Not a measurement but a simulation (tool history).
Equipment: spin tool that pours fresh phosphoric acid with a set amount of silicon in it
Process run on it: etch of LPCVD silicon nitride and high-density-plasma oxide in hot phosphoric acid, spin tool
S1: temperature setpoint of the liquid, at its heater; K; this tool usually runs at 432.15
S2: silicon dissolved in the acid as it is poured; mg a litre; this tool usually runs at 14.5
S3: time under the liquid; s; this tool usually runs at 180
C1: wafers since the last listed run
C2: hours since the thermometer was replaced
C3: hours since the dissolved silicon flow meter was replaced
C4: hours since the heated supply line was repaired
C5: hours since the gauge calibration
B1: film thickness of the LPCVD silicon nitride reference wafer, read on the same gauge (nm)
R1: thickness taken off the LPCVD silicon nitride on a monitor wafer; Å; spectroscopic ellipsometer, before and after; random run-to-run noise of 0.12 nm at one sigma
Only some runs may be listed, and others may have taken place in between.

run,hour,S1,S2,S3,C1,C2,C3,C4,C5,B1,R1
1,0.0,432.15,14.5,235,0,1164.7,288.0,430.3,405.0,150.00,220.2
2,25.8,432.15,14.5,235,122,1190.5,313.8,456.1,430.8,149.99,221.7
3,57.9,432.15,14.5,180,152,1222.6,345.9,488.2,462.9,149.99,165.8
4,84.3,432.15,9.0,180,125,1249.0,372.3,514.6,489.3,149.98,168.5
5,139.8,432.15,9.0,180,264,1304.5,427.8,570.1,544.8,150.00,166.5
6,186.3,432.15,14.5,180,221,1351.0,474.3,616.6,591.3,150.01,165.9
7,214.5,432.15,14.5,180,134,1379.2,502.5,644.8,619.5,150.00,167.8
8,238.8,433.65,14.5,180,115,1403.5,526.8,669.1,643.8,150.01,175.2
9,298.6,433.65,14.5,180,284,1463.3,586.6,728.9,703.6,150.01,174.2
# hour 305.3: heated supply line repaired
# hour 310.6: gauge calibrated
# hour 328.6: dissolved silicon flow meter replaced
10,355.9,429.65,14.5,180,263,1520.6,27.3,50.6,45.3,150.01,164.7
11,396.6,432.15,14.5,180,193,1561.3,68.0,91.3,86.0,150.00,179.2
12,429.9,432.15,19.0,135,158,1594.6,101.3,124.6,119.3,149.98,134.1
13,481.3,432.15,14.5,180,244,1646.0,152.7,176.0,170.7,150.00,177.5
# hour 524.9: thermometer replaced
14,539.9,432.15,9.5,180,274,15.0,211.3,234.6,229.3,149.98,162.7
15,576.1,431.15,7.5,125,172,51.2,247.5,270.8,265.5,150.03,109.2
16,608.1,433.65,20.5,105,152,83.2,279.5,302.8,297.5,149.98,100.3
17,637.2,432.15,14.5,180,138,112.3,308.6,331.9,326.6,149.99,162.3
18,682.3,432.15,22.5,180,214,157.4,353.7,377.0,371.7,150.01,163.6

3 options for the next run, each taken on its own from the tool as it stands now. Forecast them:
A,682.8,430.15,14.5,180,2,157.9,354.2,377.5,372.2,?,?
B,682.8,432.15,8.0,105,2,157.9,354.2,377.5,372.2,?,?
C,682.8,434.15,6.5,180,2,157.9,354.2,377.5,372.2,?,?

run,B1,R1
A,149.99,150.8
B,149.99,94.2
C,149.99,172.6
With the hidden condition removed and each run's random variation left untouched, the same runs would have given:
run,R1
A,153.8
B,96.0
C,176.0
